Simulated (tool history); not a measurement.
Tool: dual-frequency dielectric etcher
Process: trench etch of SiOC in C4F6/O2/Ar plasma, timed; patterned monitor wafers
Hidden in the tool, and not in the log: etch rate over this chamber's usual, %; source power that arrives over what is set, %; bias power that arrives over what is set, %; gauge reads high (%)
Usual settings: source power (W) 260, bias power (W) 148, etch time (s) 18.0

run	hour	source power (W)	bias power (W)	etch time (s)	wafers since the last listed run	hours since the last wet clean	hours since the last source power generator calibration	hours since the last bias power generator calibration	hours since the last upper electrode change	hours since the gauge calibration	read-back reference wafer on the same gauge, depth_nm	mean etch depth across the wafer (nm)
1	0.0	260	148	18.0	0	4.8	4113.0	3529.5	3367.7	557.3	37.02	31.64
2	59.1	260	148	18.0	1240	63.9	4172.1	3588.6	3426.8	616.4	37.01	31.31
3	95.5	260	148	18.0	764	100.3	4208.5	3625.0	3463.2	652.8	37.04	31.38
4	191.0	300	148	18.0	2004	195.8	4304.0	3720.5	3558.7	748.3	37.00	32.59
5	249.0	260	131	18.0	1217	253.8	4362.0	3778.5	3616.7	806.3	36.99	29.45
6	335.1	260	131	18.0	1807	339.9	4448.1	3864.6	3702.8	892.4	37.01	29.11
# hour 364.4: wet clean of the chamber
7	392.1	260	148	18.0	692	27.7	4505.1	3921.6	3759.8	949.4	37.00	33.85
8	439.5	260	148	18.0	994	75.1	4552.5	3969.0	3807.2	996.8	37.01	33.95
9	510.0	260	148	18.0	1479	145.6	4623.0	4039.5	3877.7	1067.3	37.00	33.60
# hour 524.8: bias power generator calibrated
# hour 532.0: gauge calibrated
# hour 541.1: wet clean of the chamber, repeated, since the last time left the tool worse
10	555.3	260	148	18.0	524	14.2	4668.3	30.5	3923.0	23.3	37.01	31.74
11	641.5	220	148	18.0	1809	100.4	4754.5	116.7	4009.2	109.5	37.00	29.72
12	740.4	260	148	18.0	2075	199.3	4853.4	215.6	4108.1	208.4	37.00	31.03
13	783.8	260	158	12.5	910	242.7	4896.8	259.0	4151.5	251.8	37.02	21.93
# hour 819.2: source power generator calibrated
# hour 822.7: upper electrode replaced
# hour 879.5: wet clean of the chamber
14	885.5	280	161	16.0	1474	6.0	66.3	360.7	62.8	353.5	36.97	30.19
15	975.4	220	137	18.0	1887	95.9	156.2	450.6	152.7	443.4	37.03	29.21
16	1022.0	310	120	18.0	978	142.5	202.8	497.2	199.3	490.0	37.02	30.68
17	1127.1	260	126	18.0	2206	247.6	307.9	602.3	304.4	595.1	37.00	29.11

Hidden state at the last listed run before each entry between runs and at the first one after, where it differs:
Between runs 6 and 7: wet clean of the chamber (hour 364.4)
  etch rate over this chamber's usual, %: -4.21 -> 6.59
  measured less the result without the state, mean etch depth across the wafer (nm): -1.27 -> +2.09
Between runs 9 and 10: bias power generator calibrated (hour 524.8); gauge calibrated (hour 532.0); wet clean of the chamber, repeated, since the last time left the tool worse (hour 541.1)
  etch rate over this chamber's usual, %: 5.43 -> -0.974
  measured less the result without the state, mean etch depth across the wafer (nm): +1.73 -> -0.31
Between runs 13 and 14: source power generator calibrated (hour 819.2); upper electrode replaced (hour 822.7); wet clean of the chamber (hour 879.5)
  etch rate over this chamber's usual, %: -3.23 -> 0.267
  measured less the result without the state, mean etch depth across the wafer (nm): -0.73 -> +0.08
